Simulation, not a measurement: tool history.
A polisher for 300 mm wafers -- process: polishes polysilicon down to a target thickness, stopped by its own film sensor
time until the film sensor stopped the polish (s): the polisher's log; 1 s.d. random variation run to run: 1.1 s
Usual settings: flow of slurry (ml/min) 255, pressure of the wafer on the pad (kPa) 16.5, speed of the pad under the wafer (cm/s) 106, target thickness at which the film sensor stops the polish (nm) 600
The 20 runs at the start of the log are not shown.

run,hour,flow of slurry (ml/min),pressure of the wafer on the pad (kPa),speed of the pad under the wafer (cm/s),target thickness at which the film sensor stops the polish (nm),wafers since the last listed run,wafers polished on this pad,hours since the slurry nozzle was cleaned,hours since the head pressure was calibrated,"incoming thickness of the incoming film, nm",time until the film sensor stopped the polish (s)
# hour 1319.3: slurry nozzle cleaned
21,1368.4,210,17.9,106,600,1007,4232,49.1,979.5,1252.1,117.2
22,1409.7,220,16.5,106,664,456,4688,90.4,1020.8,1239.7,108.3
# hour 1437.3: worn pad replaced by a new one
23,1509.6,255,16.5,106,600,1059,799,190.3,1120.7,1265.2,117.9
# hour 1522.5: head pressure recalibrated
24,1586.8,255,14.5,106,447,831,1630,267.5,64.3,1275.2,164.6
25,1676.7,210,18.6,140,468,993,2623,357.4,154.2,1241.3,98.9
# hour 1748.6: slurry nozzle cleaned
26,1749.1,255,16.5,106,600,789,3412,0.5,226.6,1248.8,120.3
# hour 1920.0: worn pad replaced by a new one
27,2071.6,200,16.5,124,600,3519,1674,323.0,549.1,1269.0,107.2
28,2142.4,255,16.5,84,397,782,2457,393.8,619.9,1273.9,205.7
29,2202.3,165,22.1,136,737,661,3119,453.7,679.8,1259.1,62.0
# hour 2208.0: slurry nozzle cleaned
30,2252.8,255,12.4,124,600,547,3666,44.8,730.3,1242.7,130.1
31,2291.7,195,13.8,74,480,429,4096,83.7,769.2,1234.2,246.7
32,2331.1,255,13.8,120,600,435,4531,123.1,808.6,1245.1,125.8
33,2394.3,225,16.5,106,488,698,5230,186.3,871.8,1259.4,149.2
# hour 2406.0: worn pad replaced by a new one
34,2430.6,255,22.1,124,446,356,271,222.6,908.1,1266.8,93.5

5 options for the next run, each taken on its own from the tool as it stands now. Forecast them:
A,2431.0,255,16.5,106,600,4,276,223.0,908.5,1243.5,?
B,2431.0,285,15.2,124,741,4,276,223.0,908.5,1243.5,?
C,2431.0,255,20.7,72,491,4,276,223.0,908.5,1243.5,?
D,2431.0,290,22.1,106,600,4,276,223.0,908.5,1243.5,?
E,2431.0,255,11.7,106,732,4,276,223.0,908.5,1243.5,?

run,time until the film sensor stopped the polish (s)
A,109.1
B,77.6
C,154.6
D,83.8
E,115.6
Without the tool's unlogged condition, the same runs would have read:
run,time until the film sensor stopped the polish (s)
A,101.9
B,72.5
C,144.5
D,78.3
E,108.1

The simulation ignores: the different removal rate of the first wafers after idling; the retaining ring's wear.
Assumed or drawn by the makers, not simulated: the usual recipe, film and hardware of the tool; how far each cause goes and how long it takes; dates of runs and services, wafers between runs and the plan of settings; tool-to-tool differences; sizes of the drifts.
